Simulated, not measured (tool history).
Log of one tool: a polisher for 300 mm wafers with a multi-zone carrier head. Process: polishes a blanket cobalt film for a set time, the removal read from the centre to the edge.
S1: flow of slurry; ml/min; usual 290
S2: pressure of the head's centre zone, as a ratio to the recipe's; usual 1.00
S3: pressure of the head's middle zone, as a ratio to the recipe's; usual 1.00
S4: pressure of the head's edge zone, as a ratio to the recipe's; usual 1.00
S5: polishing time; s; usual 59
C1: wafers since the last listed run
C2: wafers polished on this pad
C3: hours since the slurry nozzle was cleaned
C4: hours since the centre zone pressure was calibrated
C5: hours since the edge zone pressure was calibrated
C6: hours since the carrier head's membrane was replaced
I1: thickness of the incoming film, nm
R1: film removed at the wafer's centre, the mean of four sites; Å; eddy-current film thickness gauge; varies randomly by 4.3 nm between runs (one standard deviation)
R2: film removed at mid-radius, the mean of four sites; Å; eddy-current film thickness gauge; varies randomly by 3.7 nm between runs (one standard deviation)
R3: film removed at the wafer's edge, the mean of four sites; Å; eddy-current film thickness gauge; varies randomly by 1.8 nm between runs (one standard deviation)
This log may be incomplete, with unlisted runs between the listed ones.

run	hour	S1	S2	S3	S4	S5	C1	C2	C3	C4	C5	C6	I1	R1	R2	R3
1	0.0	290	0.94	1.00	1.00	59	0	1756	122.0	571.5	764.8	999.1	1046.5	2978	3016	3034
# hour 37.9: worn pad replaced by a new one
2	52.8	290	0.94	1.00	1.00	59	400	122	174.8	624.3	817.6	1051.9	1039.8	2962	3054	3009
3	100.8	290	0.94	1.00	1.00	59	393	515	222.8	672.3	865.6	1099.9	1064.7	2992	3027	2989
4	125.4	290	1.00	1.00	1.00	59	201	717	247.4	696.9	890.2	1124.5	1073.5	3176	3089	3025
5	151.1	290	1.00	1.00	1.00	59	210	928	273.1	722.6	915.9	1150.2	1057.7	3151	3048	2993
6	198.6	290	1.00	1.00	1.00	59	389	1318	320.6	770.1	963.4	1197.7	1060.8	3198	3052	3015
7	256.8	290	1.00	1.00	1.00	59	477	1795	378.8	828.3	1021.6	1255.9	1053.7	3214	3010	3028
# hour 264.9: worn pad replaced by a new one
8	301.3	290	1.00	1.00	1.00	59	332	298	423.3	872.8	1066.1	1300.4	1053.4	3267	3067	3040
9	501.9	290	1.00	1.00	1.00	59	1645	1944	623.9	1073.4	1266.7	1501.0	1052.3	3340	3045	2992
# hour 514.3: centre zone pressure recalibrated
10	532.8	290	1.00	1.00	1.00	43	237	2181	654.8	18.5	1297.6	1531.9	1052.9	2208	2235	2192
# hour 550.3: worn pad replaced by a new one
# hour 563.7: slurry nozzle cleaned
11	584.0	350	1.00	1.00	1.00	59	379	268	20.3	69.7	1348.8	1583.1	1061.7	3150	3035	3063
12	636.9	290	1.00	1.00	1.00	59	433	701	73.2	122.6	1401.7	1636.0	1071.6	3049	3012	3030
# hour 664.4: carrier head's membrane replaced by a new one
# hour 725.3: edge zone pressure recalibrated
13	759.0	290	1.00	1.09	1.00	59	944	1646	195.3	244.7	33.7	94.6	1043.4	3080	3235	3004
# hour 809.8: worn pad replaced by a new one
14	811.4	245	1.00	1.00	1.00	59	397	12	247.7	297.1	86.1	147.0	1045.6	3076	2987	2994
15	871.7	290	1.00	1.00	1.00	59	494	507	308.0	357.4	146.4	207.3	1066.5	3115	3023	3035
16	926.0	290	1.00	0.94	1.12	51	445	953	362.3	411.7	200.7	261.6	1056.7	2710	2537	2715
17	972.2	290	1.00	1.00	1.00	59	379	1332	408.5	457.9	246.9	307.8	1058.1	3137	3069	3002
18	1015.4	325	1.00	0.94	1.04	41	354	1686	451.7	501.1	290.1	351.0	1042.6	2175	2069	2165
19	1050.1	375	1.00	1.11	1.00	59	284	1971	486.4	535.8	324.8	385.7	1057.8	3311	3446	3059
# hour 1078.7: worn pad replaced by a new one
# hour 1122.0: slurry nozzle cleaned
20	1172.5	290	1.10	1.00	1.00	59	963	761	50.5	658.2	447.2	508.1	1060.2	3440	2987	3001
21	1201.9	290	1.00	1.00	1.00	59	241	1002	79.9	687.6	476.6	537.5	1054.8	3256	3021	3041
22	1228.7	290	0.90	0.90	1.00	59	219	1222	106.7	714.4	503.4	564.3	1055.6	2920	2839	3023

Each row is a separate what-if for the run after 22, all from the same tool condition, not one after another. Results?
A	1229.1	290	1.00	1.00	1.00	59	3	1225	107.1	714.8	503.8	564.7	1046.2	?	?	?
B	1229.1	290	1.00	1.11	1.00	59	3	1225	107.1	714.8	503.8	564.7	1046.2	?	?	?
C	1229.1	380	1.00	1.00	1.00	59	3	1225	107.1	714.8	503.8	564.7	1046.2	?	?	?
D	1229.1	290	1.00	0.91	0.93	48	3	1225	107.1	714.8	503.8	564.7	1046.2	?	?	?

run	R1	R2	R3
A	3187	3093	3059
B	3189	3352	3054
C	3267	3163	3112
D	2591	2344	2424
Without the tool's unlogged condition, the same runs would have read:
run	R1	R2	R3
A	3071	3094	3059
B	3073	3353	3054
C	3149	3164	3112
D	2497	2344	2424

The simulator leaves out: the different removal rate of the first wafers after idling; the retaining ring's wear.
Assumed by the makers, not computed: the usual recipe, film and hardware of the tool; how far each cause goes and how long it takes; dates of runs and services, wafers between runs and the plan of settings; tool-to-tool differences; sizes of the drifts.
